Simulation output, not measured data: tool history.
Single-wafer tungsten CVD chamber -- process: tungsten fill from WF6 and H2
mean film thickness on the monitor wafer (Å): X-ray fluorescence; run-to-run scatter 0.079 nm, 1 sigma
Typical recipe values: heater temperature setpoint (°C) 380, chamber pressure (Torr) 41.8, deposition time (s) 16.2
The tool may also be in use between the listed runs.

run    hour  heater temperature setpoint (°C)  chamber pressure (Torr)  deposition time (s)  wafers since the last listed run  hours since the last thermocouple change  hours since the last manometer calibration  hours since the showerhead was replaced  hours since the gauge calibration  read-back reference wafer on the same gauge, thickness_nm  mean film thickness on the monitor wafer (Å)
  1     0.0                               380                     41.8                 16.2                                 0                                    2342.7                                        54.7                                   4186.8                              386.5                                                     43.246                                        362.36
  2    65.4                               380                     41.8                 16.2                              1945                                    2408.1                                       120.1                                   4252.2                              451.9                                                     43.316                                        364.44
  3   132.7                               380                     41.8                 16.2                              2002                                    2475.4                                       187.4                                   4319.5                              519.2                                                     43.289                                        363.02
  4   185.5                               380                     41.8                 16.2                              1570                                    2528.2                                       240.2                                   4372.3                              572.0                                                     43.368                                        363.00
  5   234.6                               380                     41.8                 16.9                              1460                                    2577.3                                       289.3                                   4421.4                              621.1                                                     43.378                                        377.19
  6   290.0                               380                     41.8                 16.9                              1648                                    2632.7                                       344.7                                   4476.8                              676.5                                                     43.351                                        379.72
  7   336.1                               380                     41.8                 16.9                              1371                                    2678.8                                       390.8                                   4522.9                              722.6                                                     43.388                                        378.88
  8   383.9                               380                     41.8                 17.4                              1422                                    2726.6                                       438.6                                   4570.7                              770.4                                                     43.418                                        391.65
  9   453.8                               380                     39.0                 14.4                              2079                                    2796.5                                       508.5                                   4640.6                              840.3                                                     43.400                                        314.64
 10   495.3                               380                     39.0                 14.4                              1234                                    2838.0                                       550.0                                   4682.1                              881.8                                                     43.497                                        314.46
 11   550.0                               380                     39.0                 14.4                              1627                                    2892.7                                       604.7                                   4736.8                              936.5                                                     43.420                                        314.16
 12   591.9                               380                     41.8                 16.2                              1246                                    2934.6                                       646.6                                   4778.7                              978.4                                                     43.488                                        364.95
 13   618.4                               380                     41.8                 16.2                               788                                    2961.1                                       673.1                                   4805.2                             1004.9                                                     43.490                                        363.13
 14   657.0                               380                     41.8                 16.2                              1148                                    2999.7                                       711.7                                   4843.8                             1043.5                                                     43.488                                        364.79
      688.6  -- thermocouple changed; heater temperature recalibrated
 15   689.1                               380                     41.8                 16.2                               717                                       0.5                                       743.8                                   4875.9                             1075.6                                                     43.498                                        364.52
 16   735.3                               380                     41.8                 16.2                              1374                                      46.7                                       790.0                                   4922.1                             1121.8                                                     43.504                                        364.01
 17   769.8                               380                     41.8                 16.2                              1026                                      81.2                                       824.5                                   4956.6                             1156.3                                                     43.542                                        364.71
      828.5  -- capacitance manometer re-zeroed and calibrated
 18   829.0                               380                     38.7                 16.2                              1523                                     140.4                                         0.5                                   5015.8                             1215.5                                                     43.567                                        352.55
      889.9  -- showerhead replaced
 19   893.5                               367                     34.8                 18.9                              1681                                     204.9                                        65.0                                      3.6                             1280.0                                                     43.593                                        294.82
 20   951.4                               380                     41.8                 15.3                              1722                                     262.8                                       122.9                                     61.5                             1337.9                                                     43.608                                        344.89
 21  1008.6                               395                     47.4                 16.2                              1701                                     320.0                                       180.1                                    118.7                             1395.1                                                     43.633                                        529.74
     1046.6  -- gauge calibrated
 22  1079.6                               392                     47.8                 16.2                              2112                                     391.0                                       251.1                                    189.7                               33.0                                                     43.087                                        493.24
 23  1113.8                               388                     36.4                 13.6                              1017                                     425.2                                       285.3                                    223.9                               67.2                                                     43.076                                        337.45
 24  1163.0                               380                     41.8                 16.2                              1463                                     474.4                                       334.5                                    273.1                              116.4                                                     43.094                                        361.25
 25  1189.7                               385                     51.1                 15.3                               794                                     501.1                                       361.2                                    299.8                              143.1                                                     43.087                                        413.92
 26  1258.5                               380                     41.8                 16.2                              2046                                     569.9                                       430.0                                    368.6                              211.9                                                     43.106                                        361.85
 27  1460.3                               394                     32.1                 16.2                              6004                                     771.7                                       631.8                                    570.4                              413.7                                                     43.234                                        432.37
 28  1495.3                               375                     41.8                 16.2                              1041                                     806.7                                       666.8                                    605.4                              448.7                                                     43.191                                        324.19
 29  1561.4                               380                     41.8                 16.2                              1966                                     872.8                                       732.9                                    671.5                              514.8                                                     43.266                                        362.75
 30  1600.8                               380                     33.4                 16.2                              1172                                     912.2                                       772.3                                    710.9                              554.2                                                     43.271                                        329.13
 31  1650.4                               393                     45.8                 13.8                              1475                                     961.8                                       821.9                                    760.5                              603.8                                                     43.321                                        421.13
 32  1697.3                               389                     41.8                 15.0                              1395                                    1008.7                                       868.8                                    807.4                              650.7                                                     43.286                                        407.06

How the hidden state differs across the entries between the runs, from the last listed run before each to the first after it:
From run 14 to run 15: thermocouple changed; heater temperature recalibrated (hour 688.6)
  gauge reads high (%): 0.944 -> 0.972
  measured result minus the result with no hidden state, mean film thickness on the monitor wafer (Å): +3.41 -> +3.51
From run 17 to run 18: capacitance manometer re-zeroed and calibrated (hour 828.5)
  gauge reads high (%): 1.04 -> 1.09
  measured result minus the result with no hidden state, mean film thickness on the monitor wafer (Å): +3.76 -> +3.81
From run 18 to run 19: showerhead replaced (hour 889.9)
  gauge reads high (%): 1.09 -> 1.15
  measured result minus the result with no hidden state, mean film thickness on the monitor wafer (Å): +3.81 -> +3.35
From run 21 to run 22: gauge calibrated (hour 1046.6)
  gauge reads high (%): 1.25 -> -0.0823
  measured result minus the result with no hidden state, mean film thickness on the monitor wafer (Å): +6.53 -> -0.40
